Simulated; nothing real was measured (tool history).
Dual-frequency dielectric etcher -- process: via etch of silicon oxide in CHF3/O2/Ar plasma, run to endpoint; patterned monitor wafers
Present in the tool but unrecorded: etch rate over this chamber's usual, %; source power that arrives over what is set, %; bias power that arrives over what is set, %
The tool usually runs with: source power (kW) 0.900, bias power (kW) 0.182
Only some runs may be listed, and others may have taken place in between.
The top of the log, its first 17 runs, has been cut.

| run | day | source power (kW) | bias power (kW) | wafers since the last listed run | hours since the last wet clean | hours since the last source power generator calibration | hours since the last bias power generator calibration | hours since the last upper electrode change | incoming incoming film thickness, nm | endpoint time (s) |
|---|---|---|---|---|---|---|---|---|---|---|
| 18 | 8.350 | 0.900 | 0.182 | 32 | 27.7 | 3473.6 | 4569.7 | 56.2 | 469.3 | 216.4 |
| 19 | 8.838 | 0.900 | 0.182 | 53 | 39.4 | 3485.3 | 4581.4 | 67.9 | 463.4 | 214.0 |
|  | 9.408 | source power generator calibrated |
| 20 | 9.429 | 1.110 | 0.161 | 46 | 53.6 | 0.5 | 4595.6 | 82.1 | 461.8 | 208.9 |
|  | 9.596 | bias power generator calibrated |
| 21 | 9.900 | 0.700 | 0.145 | 33 | 64.9 | 11.8 | 7.3 | 93.4 | 463.0 | 245.3 |
| 22 | 10.175 | 1.100 | 0.227 | 30 | 71.5 | 18.4 | 13.9 | 100.0 | 463.6 | 183.7 |
| 23 | 10.875 | 1.000 | 0.219 | 76 | 88.3 | 35.2 | 30.7 | 116.8 | 462.9 | 190.2 |
| 24 | 11.525 | 0.900 | 0.182 | 71 | 103.9 | 50.8 | 46.3 | 132.4 | 459.6 | 207.9 |
| 25 | 11.862 | 0.970 | 0.150 | 36 | 112.0 | 58.9 | 54.4 | 140.5 | 466.7 | 220.1 |
| 26 | 12.500 | 0.690 | 0.217 | 69 | 127.3 | 74.2 | 69.7 | 155.8 | 463.9 | 213.3 |
| 27 | 12.908 | 0.900 | 0.182 | 44 | 137.1 | 84.0 | 79.5 | 165.6 | 466.0 | 211.7 |
| 28 | 13.483 | 0.900 | 0.182 | 62 | 150.9 | 97.8 | 93.3 | 179.4 | 465.3 | 206.6 |
| 29 | 13.796 | 0.990 | 0.156 | 34 | 158.4 | 105.3 | 100.8 | 186.9 | 459.8 | 212.4 |
| 30 | 14.358 | 0.780 | 0.182 | 61 | 171.9 | 118.8 | 114.3 | 200.4 | 467.3 | 221.3 |
| 31 | 14.917 | 0.900 | 0.182 | 61 | 185.3 | 132.2 | 127.7 | 213.8 | 464.7 | 211.0 |
| 32 | 15.600 | 1.010 | 0.204 | 74 | 201.7 | 148.6 | 144.1 | 230.2 | 460.0 | 192.6 |
| 33 | 15.896 | 0.720 | 0.196 | 32 | 208.8 | 155.7 | 151.2 | 237.3 | 463.2 | 217.4 |

5 ways to go on from here, each from the tool as it stands after run 33. What would each give?
| A | 15.917 | 0.810 | 0.182 | 2 | 209.3 | 156.2 | 151.7 | 237.8 | 462.8 | ? |
| B | 15.917 | 0.980 | 0.220 | 2 | 209.3 | 156.2 | 151.7 | 237.8 | 462.8 | ? |
| C | 15.917 | 0.780 | 0.149 | 2 | 209.3 | 156.2 | 151.7 | 237.8 | 462.8 | ? |
| D | 15.917 | 1.060 | 0.197 | 2 | 209.3 | 156.2 | 151.7 | 237.8 | 462.8 | ? |
| E | 15.917 | 1.100 | 0.216 | 2 | 209.3 | 156.2 | 151.7 | 237.8 | 462.8 | ? |

| run | endpoint time (s) |
|---|---|
| A | 213.7 |
| B | 188.3 |
| C | 230.8 |
| D | 190.3 |
| E | 182.2 |
With the hidden condition removed and each run's random variation left untouched, the same runs would have given:
| run | endpoint time (s) |
|---|---|
| A | 221.9 |
| B | 195.5 |
| C | 239.6 |
| D | 197.6 |
| E | 189.2 |

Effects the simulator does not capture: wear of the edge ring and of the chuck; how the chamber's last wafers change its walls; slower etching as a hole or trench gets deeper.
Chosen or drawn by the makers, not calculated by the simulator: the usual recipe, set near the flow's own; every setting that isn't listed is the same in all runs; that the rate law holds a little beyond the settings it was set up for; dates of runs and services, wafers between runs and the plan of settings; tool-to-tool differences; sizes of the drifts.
